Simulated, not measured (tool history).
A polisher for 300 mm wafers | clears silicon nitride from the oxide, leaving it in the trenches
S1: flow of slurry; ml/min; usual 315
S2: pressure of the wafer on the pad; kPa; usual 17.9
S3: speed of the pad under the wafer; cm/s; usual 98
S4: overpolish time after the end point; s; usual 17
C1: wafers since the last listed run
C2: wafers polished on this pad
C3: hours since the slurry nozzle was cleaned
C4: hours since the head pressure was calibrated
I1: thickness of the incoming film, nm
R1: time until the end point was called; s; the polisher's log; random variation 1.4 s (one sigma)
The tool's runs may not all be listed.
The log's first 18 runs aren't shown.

| run | hour | S1 | S2 | S3 | S4 | C1 | C2 | C3 | C4 | I1 | R1 |
|---|---|---|---|---|---|---|---|---|---|---|---|
|  | 592.1 | head pressure recalibrated |
| 19 | 596.0 | 380 | 17.9 | 98 | 17 | 176 | 1197 | 209.5 | 3.9 | 89.0 | 100.9 |
| 20 | 618.8 | 315 | 17.9 | 98 | 17 | 143 | 1340 | 232.3 | 26.7 | 90.0 | 104.4 |
|  | 645.7 | worn pad replaced by a new one |
| 21 | 652.2 | 315 | 17.9 | 98 | 12 | 184 | 40 | 265.7 | 60.1 | 88.4 | 95.0 |
| 22 | 667.8 | 315 | 17.9 | 98 | 17 | 97 | 138 | 281.3 | 75.7 | 89.9 | 95.6 |
| 23 | 681.9 | 315 | 17.9 | 98 | 17 | 88 | 227 | 295.4 | 89.8 | 88.9 | 94.3 |
| 24 | 707.8 | 225 | 17.9 | 108 | 17 | 162 | 389 | 321.3 | 115.7 | 88.9 | 88.4 |
| 25 | 738.8 | 315 | 22.1 | 98 | 17 | 194 | 584 | 352.3 | 146.7 | 90.2 | 78.2 |
| 26 | 768.1 | 315 | 24.1 | 72 | 17 | 183 | 768 | 381.6 | 176.0 | 91.4 | 102.6 |
| 27 | 798.1 | 315 | 17.9 | 98 | 17 | 188 | 956 | 411.6 | 206.0 | 88.2 | 96.5 |
| 28 | 830.4 | 345 | 17.9 | 98 | 17 | 202 | 1159 | 443.9 | 238.3 | 90.0 | 97.1 |
| 29 | 843.7 | 315 | 23.4 | 88 | 17 | 83 | 1242 | 457.2 | 251.6 | 89.8 | 87.9 |
|  | 855.7 | worn pad replaced by a new one |
| 30 | 871.9 | 315 | 17.9 | 98 | 12 | 151 | 101 | 485.4 | 279.8 | 89.0 | 94.1 |
| 31 | 904.7 | 315 | 17.9 | 98 | 17 | 205 | 307 | 518.2 | 312.6 | 89.4 | 96.0 |
|  | 909.0 | slurry nozzle cleaned |
| 32 | 937.8 | 350 | 15.2 | 98 | 17 | 201 | 508 | 28.8 | 345.7 | 90.2 | 112.7 |
| 33 | 966.7 | 315 | 17.9 | 98 | 17 | 181 | 690 | 57.7 | 374.6 | 91.0 | 96.2 |
| 34 | 982.9 | 365 | 15.9 | 130 | 26 | 101 | 791 | 73.9 | 390.8 | 88.9 | 79.4 |
| 35 | 1014.7 | 265 | 15.9 | 98 | 23 | 199 | 991 | 105.7 | 422.6 | 89.7 | 112.4 |
| 36 | 1029.0 | 230 | 22.1 | 128 | 10 | 89 | 1081 | 120.0 | 436.9 | 91.7 | 65.3 |
| 37 | 1063.8 | 315 | 17.9 | 98 | 10 | 218 | 1299 | 154.8 | 471.7 | 89.8 | 97.8 |
| 38 | 1091.9 | 315 | 22.8 | 98 | 24 | 176 | 1475 | 182.9 | 499.8 | 90.4 | 81.5 |

3 ways to go on from here, each from the tool as it stands after run 38. What would each give?
| A | 1092.4 | 315 | 17.9 | 98 | 17 | 3 | 1479 | 183.4 | 500.3 | 89.1 | ? |
| B | 1092.4 | 315 | 17.9 | 82 | 9 | 3 | 1479 | 183.4 | 500.3 | 89.1 | ? |
| C | 1092.4 | 315 | 17.9 | 98 | 7 | 3 | 1479 | 183.4 | 500.3 | 89.1 | ? |

| run | R1 |
|---|---|
| A | 100.8 |
| B | 120.5 |
| C | 100.8 |
Without the tool's hidden state the same runs would have given:
| run | R1 |
|---|---|
| A | 95.7 |
| B | 114.4 |
| C | 95.7 |
